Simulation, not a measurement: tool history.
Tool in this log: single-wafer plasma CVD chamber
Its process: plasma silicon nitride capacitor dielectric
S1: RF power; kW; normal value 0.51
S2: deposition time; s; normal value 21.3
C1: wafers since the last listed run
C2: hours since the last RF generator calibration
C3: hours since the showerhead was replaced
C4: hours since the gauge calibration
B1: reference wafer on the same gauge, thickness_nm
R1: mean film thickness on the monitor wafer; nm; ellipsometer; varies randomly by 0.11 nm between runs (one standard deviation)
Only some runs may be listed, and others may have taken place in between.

run,hour,S1,S2,C1,C2,C3,C4,B1,R1
1,0,0.51,23.5,0,998.9,2173,504.6,29.014,33.774
2,41.3,0.51,23.5,943,1040.2,2214.3,545.9,29.004,33.85
3,73.5,0.43,20.1,735,1072.4,2246.5,578.1,29.001,26.727
4,116.4,0.43,20.1,980,1115.3,2289.4,621,28.965,26.852
5,180.5,0.43,20.1,1464,1179.4,2353.5,685.1,28.995,26.899
6,210.5,0.51,21.3,685,1209.4,2383.5,715.1,29.015,30.569
# hour 242.3: gauge calibrated
7,254.3,0.51,21.3,1000,1253.2,2427.3,12,28.985,30.517
8,404.6,0.51,21.3,3434,1403.5,2577.6,162.3,28.973,30.497
9,439,0.51,21.3,786,1437.9,2612,196.7,29.015,30.427
10,483.4,0.51,21.3,1014,1482.3,2656.4,241.1,28.996,30.529
11,551.6,0.51,21.3,1558,1550.5,2724.6,309.3,28.987,30.486
12,623.6,0.51,21.3,1645,1622.5,2796.6,381.3,28.982,30.415
13,659.4,0.51,21.3,818,1658.3,2832.4,417.1,28.985,30.34
14,693.7,0.51,21.3,783,1692.6,2866.7,451.4,29.005,30.539
15,754.2,0.51,21.3,1382,1753.1,2927.2,511.9,28.991,30.212
# hour 763: RF generator calibrated
16,796.9,0.51,21.3,792,33.9,2969.9,554.6,29.022,31.098
# hour 806.2: showerhead replaced
17,827.5,0.51,24.6,516,64.5,21.3,585.2,29.02,36.068
18,874.9,0.51,24.6,1083,111.9,68.7,632.6,29.003,36.018
19,918.8,0.51,18.8,1003,155.8,112.6,676.5,28.985,27.334
20,972.1,0.51,21.3,1217,209.1,165.9,729.8,28.991,30.953
21,1020.2,0.51,21.3,1099,257.2,214,777.9,28.993,31.083
22,1081,0.51,19.3,1389,318,274.8,838.7,29.02,27.952
# hour 1105.8: gauge calibrated
23,1110.1,0.43,21.3,664,347.1,303.9,4.3,29.02,28.483
24,1154.3,0.605,23.2,1010,391.3,348.1,48.5,29.013,36.025
25,1201.3,0.51,18.9,1074,438.3,395.1,95.5,29.003,27.306
26,1225.8,0.51,17.3,559,462.8,419.6,120,29.004,25.08
27,1256.8,0.51,21.3,708,493.8,450.6,151,29.024,30.869
28,1289.7,0.48,23.2,751,526.7,483.5,183.9,28.999,32.742
29,1352.3,0.51,19,1430,589.3,546.1,246.5,29.007,27.367
30,1415.4,0.425,19.6,1441,652.4,609.2,309.6,29.023,26.073
31,1537,0.585,19.7,2778,774,730.8,431.2,28.993,30.031
32,1600.5,0.415,21.3,1451,837.5,794.3,494.7,28.985,27.822

Run-by-run hidden state of the tool:
gauge reads high (%): 0 across all the runs
H1: delivered RF power above the setpoint (%)
run,H1
1,-3.77
2,-3.92
3,-4.04
4,-4.21
5,-4.45
6,-4.56
7,-4.73
8,-5.29
9,-5.42
10,-5.59
11,-5.85
12,-6.12
13,-6.25
14,-6.38
15,-6.61
16,-0.951
17,-1.07
18,-1.24
19,-1.41
20,-1.61
21,-1.79
22,-2.02
23,-2.13
24,-2.3
25,-2.48
26,-2.57
27,-2.69
28,-2.81
29,-3.05
30,-3.28
31,-3.74
32,-3.98
